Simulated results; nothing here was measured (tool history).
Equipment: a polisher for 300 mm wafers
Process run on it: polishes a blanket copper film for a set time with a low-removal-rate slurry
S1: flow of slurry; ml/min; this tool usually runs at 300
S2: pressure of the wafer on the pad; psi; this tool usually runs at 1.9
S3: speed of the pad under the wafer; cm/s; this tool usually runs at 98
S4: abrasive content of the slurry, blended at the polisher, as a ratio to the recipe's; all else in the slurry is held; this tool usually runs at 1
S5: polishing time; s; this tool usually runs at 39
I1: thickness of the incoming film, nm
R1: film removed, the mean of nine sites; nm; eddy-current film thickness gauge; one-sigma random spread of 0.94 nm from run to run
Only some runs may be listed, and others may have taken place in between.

run 1 day=0 | S1=300 S2=1.5 S3=98 S4=1 S5=39 | I1=1108.6 | R1=61.8
run 2 day=0.642 | S1=300 S2=1.5 S3=98 S4=1 S5=39 | I1=1122.8 | R1=60.4
run 3 day=1.783 | S1=300 S2=1.9 S3=98 S4=1 S5=39 | I1=1113.9 | R1=72.7
run 4 day=2.733 | S1=300 S2=1.9 S3=98 S4=1 S5=39 | I1=1124.6 | R1=70.4
run 5 day=3.667 | S1=300 S2=1.9 S3=98 S4=1 S5=39 | I1=1096.6 | R1=69.6
run 6 day=4.967 | S1=300 S2=1.9 S3=98 S4=1 S5=39 | I1=1121.5 | R1=73.3
run 7 day=5.975 | S1=240 S2=1.9 S3=98 S4=1 S5=39 | I1=1125.5 | R1=71
run 8 day=6.612 | S1=240 S2=1.9 S3=98 S4=1 S5=39 | I1=1126.4 | R1=73
run 9 day=7.654 | S1=240 S2=1.9 S3=98 S4=1 S5=39 | I1=1095.2 | R1=72.7
run 10 day=11.508 | S1=300 S2=1.9 S3=98 S4=1 S5=39 | I1=1090.1 | R1=71.6
run 11 day=12.183 | S1=300 S2=1.9 S3=98 S4=1 S5=39 | I1=1112.8 | R1=71.8
run 12 day=13.175 | S1=300 S2=1.9 S3=98 S4=1 S5=39 | I1=1112.4 | R1=70.2
run 13 day=14.4 | S1=270 S2=1.7 S3=98 S4=0.85 S5=26 | I1=1121 | R1=41.3
run 14 day=15.188 | S1=300 S2=1.9 S3=78 S4=1.2 S5=39 | I1=1109.3 | R1=65.1
run 15 day=16.225 | S1=300 S2=1.9 S3=84 S4=1 S5=39 | I1=1102.5 | R1=63.4
run 16 day=17.583 | S1=300 S2=1.9 S3=98 S4=1 S5=39 | I1=1100 | R1=72.7
run 17 day=18.996 | S1=345 S2=1.9 S3=98 S4=1 S5=39 | I1=1127.4 | R1=73.9
run 18 day=19.558 | S1=300 S2=1.9 S3=98 S4=1 S5=39 | I1=1131.4 | R1=74.9
run 19 day=20.217 | S1=300 S2=1.9 S3=86 S4=1 S5=34 | I1=1103.2 | R1=56.3
run 20 day=20.938 | S1=300 S2=2.5 S3=122 S4=1 S5=51 | I1=1125.7 | R1=147.2
run 21 day=22.096 | S1=300 S2=1.9 S3=98 S4=1 S5=39 | I1=1121.9 | R1=72.7
run 22 day=23.221 | S1=300 S2=1.9 S3=98 S4=1.25 S5=39 | I1=1105.7 | R1=77
run 23 day=24.117 | S1=245 S2=1.9 S3=98 S4=0.8 S5=39 | I1=1113.6 | R1=68.9
run 24 day=24.742 | S1=300 S2=1.9 S3=98 S4=1 S5=39 | I1=1122.2 | R1=72.5
run 25 day=25.638 | S1=300 S2=1.9 S3=98 S4=1 S5=39 | I1=1101.9 | R1=70.5
run 26 day=26.238 | S1=300 S2=1.9 S3=98 S4=1 S5=43 | I1=1118.4 | R1=78.3
run 27 day=27.696 | S1=225 S2=1.9 S3=108 S4=1 S5=28 | I1=1112.8 | R1=56
run 28 day=29.15 | S1=300 S2=2.5 S3=122 S4=1 S5=51 | I1=1109.3 | R1=149.2
run 29 day=30.004 | S1=300 S2=2.3 S3=98 S4=1 S5=39 | I1=1107.9 | R1=87.7
run 30 day=30.729 | S1=300 S2=1.9 S3=98 S4=1 S5=39 | I1=1118.3 | R1=73.5

Removed from this log: 9 entries logged between the listed runs. Between which two listed runs does each belong, and how does the tool's hidden state at the listed run before it compare with that at the listed run after it?
In the gap between runs 5 and 6: head pressure recalibrated (day 4.192)
  removal rate lost through wear of the pad, %: 4.2 -> 4.7; deviation of the head's pressure from its setpoint, %: -6.36 -> 0.27
  measured value less the no-hidden-state value, R1: -7.1 -> -3.4 nm
In the gap between runs 7 and 8: slurry nozzle cleaned (day 6.392)
  removal rate lost through wear of the pad, %: 4.94 -> 5.05; deviation of the head's pressure from its setpoint, %: 0.171 -> 0.0686
  measured value less the no-hidden-state value, R1: -3.6 -> -3.8 nm
In the gap between runs 9 and 10: worn pad replaced by a new one (day 8.175)
  removal rate lost through wear of the pad, %: 5.18 -> 4.94; deviation of the head's pressure from its setpoint, %: -0.166 -> -1.76
  measured value less the no-hidden-state value, R1: -4.1 -> -4.9 nm
In the gap between runs 13 and 14: worn pad replaced by a new one (day 15.071); head pressure recalibrated (day 15.167)
  removal rate lost through wear of the pad, %: 5.91 -> 0.731; deviation of the head's pressure from its setpoint, %: -3.7 -> 0.165
  measured value less the no-hidden-state value, R1: -4 -> -0.4 nm
In the gap between runs 14 and 15: slurry blender recalibrated (day 15.721)
  removal rate lost through wear of the pad, %: 0.731 -> 2.39; deviation of the head's pressure from its setpoint, %: 0.165 -> 0.122
  measured value less the no-hidden-state value, R1: -0.4 -> -1.5 nm
In the gap between runs 21 and 22: worn pad replaced by a new one (day 23.021)
  removal rate lost through wear of the pad, %: 5.39 -> 1.02; deviation of the head's pressure from its setpoint, %: -1.68 -> -2.32
  measured value less the no-hidden-state value, R1: -5.3 -> -2.3 nm
In the gap between runs 26 and 27: head pressure recalibrated (day 26.442)
  removal rate lost through wear of the pad, %: 4.36 -> 5.01; deviation of the head's pressure from its setpoint, %: -4.54 -> 0.17
  measured value less the no-hidden-state value, R1: -6.7 -> -2.9 nm
In the gap between runs 28 and 29: worn pad replaced by a new one (day 29.871)
  removal rate lost through wear of the pad, %: 5.38 -> 1.26; deviation of the head's pressure from its setpoint, %: -0.0514 -> -0.257
  measured value less the no-hidden-state value, R1: -8.6 -> -1.3 nm
